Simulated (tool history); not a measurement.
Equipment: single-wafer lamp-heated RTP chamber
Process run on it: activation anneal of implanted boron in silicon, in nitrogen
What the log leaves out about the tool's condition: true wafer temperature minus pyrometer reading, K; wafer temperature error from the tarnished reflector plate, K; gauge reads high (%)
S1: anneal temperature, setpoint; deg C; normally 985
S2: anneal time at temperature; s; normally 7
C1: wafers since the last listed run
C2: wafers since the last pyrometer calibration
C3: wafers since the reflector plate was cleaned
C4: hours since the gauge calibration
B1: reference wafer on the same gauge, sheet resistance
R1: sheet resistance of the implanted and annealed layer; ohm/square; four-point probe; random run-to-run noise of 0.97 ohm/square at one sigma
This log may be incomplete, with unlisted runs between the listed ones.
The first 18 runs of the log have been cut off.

Run 19, hour 981.1: usual settings but S1 1003 deg C, S2 5 s; C1 841; C2 1586; C3 7978; C4 467.5; B1 312.06. Result: R1 306.95 ohm/square.
Run 20, hour 1028.1: usual settings but S1 963 deg C; C1 820; C2 2407; C3 8798; C4 514.5; B1 312. Result: R1 325.29 ohm/square.
Run 21, hour 1083.2: usual settings but S1 1001 deg C, S2 4 s; C1 961; C2 3368; C3 9760; C4 569.6; B1 311.92. Result: R1 307.48 ohm/square.
Run 22, hour 1135.1: usual settings; C1 905; C2 4274; C3 10666; C4 621.5; B1 311.86. Result: R1 309.75 ohm/square.
At hour 1154: reflector plate cleaned.
Run 23, hour 1204.2: usual settings; C1 1066; C2 5341; C3 875; C4 690.6; B1 311.9. Result: R1 309.74 ohm/square.
At hour 1245.6: pyrometer window cleaned and pyrometer calibrated.
Run 24, hour 1265.7: usual settings but S1 969 deg C; C1 933; C2 351; C3 1809; C4 752.1; B1 312.05. Result: R1 330.06 ohm/square.
Run 25, hour 1321.2: usual settings but S1 1004 deg C, S2 9 s; C1 968; C2 1320; C3 2778; C4 807.6; B1 312.12. Result: R1 307.11 ohm/square.
Run 26, hour 1367.7: usual settings but S1 969 deg C, S2 11 s; C1 811; C2 2131; C3 3590; C4 854.1; B1 311.89. Result: R1 320.3 ohm/square.
Run 27, hour 1422.6: usual settings but S1 997 deg C, S2 11 s; C1 958; C2 3090; C3 4548; C4 909; B1 312.06. Result: R1 306.91 ohm/square.
Run 28, hour 1461.2: usual settings; C1 673; C2 3764; C3 5222; C4 947.6; B1 312.25. Result: R1 311.55 ohm/square.
Run 29, hour 1495.6: usual settings but S1 963 deg C, S2 10 s; C1 600; C2 4364; C3 5822; C4 982; B1 311.98. Result: R1 324.51 ohm/square.
Run 30, hour 1520.4: usual settings but S1 960 deg C, S2 8 s; C1 432; C2 4797; C3 6255; C4 1006.8; B1 312.01. Result: R1 327.5 ohm/square.
Run 31, hour 1547.2: usual settings but S1 997 deg C, S2 5 s; C1 467; C2 5265; C3 6723; C4 1033.6; B1 311.9. Result: R1 307.81 ohm/square.
Run 32, hour 1593.4: usual settings but S1 960 deg C, S2 8 s; C1 806; C2 6071; C3 7529; C4 1079.8; B1 312.11. Result: R1 325.13 ohm/square.
At hour 1614.5: pyrometer window cleaned and pyrometer calibrated.
Run 33, hour 1634.4: usual settings but S1 1010 deg C; C1 576; C2 346; C3 8105; C4 1120.8; B1 312.08. Result: R1 307.87 ohm/square.
Run 34, hour 1682.2: usual settings but S2 11 s; C1 834; C2 1181; C3 8940; C4 1168.6; B1 311.84. Result: R1 310.77 ohm/square.
Run 35, hour 1724.5: usual settings but S1 964 deg C, S2 10 s; C1 738; C2 1919; C3 9678; C4 1210.9; B1 312.11. Result: R1 322.29 ohm/square.
At hour 1754.7: reflector plate cleaned.
Run 36, hour 1793.2: usual settings; C1 1059; C2 2978; C3 671; C4 1279.6; B1 311.91. Result: R1 309.15 ohm/square.
Run 37, hour 1854.5: usual settings but S1 955 deg C, S2 5 s; C1 1070; C2 4048; C3 1741; C4 1340.9; B1 312.06. Result: R1 342.96 ohm/square.

3 options for the next run, each taken on its own from the tool as it stands now. Forecast them:
Run A, hour 1854.9: usual settings but S1 1008 deg C; C1 6; C2 4055; C3 1748; C4 1341.3; B1 ?. Result: R1 ?.
Run B, hour 1854.9: usual settings but S2 3 s; C1 6; C2 4055; C3 1748; C4 1341.3; B1 ?. Result: R1 ?.
Run C, hour 1854.9: usual settings but S1 995 deg C, S2 11 s; C1 6; C2 4055; C3 1748; C4 1341.3; B1 ?. Result: R1 ?.

run      B1      R1
  A  311.83   308.5
  B  311.83  314.69
  C  311.83  309.42
Without the tool's unlogged condition, the same runs would have read:
run      R1
  A  309.92
  B  321.76
  C  312.68
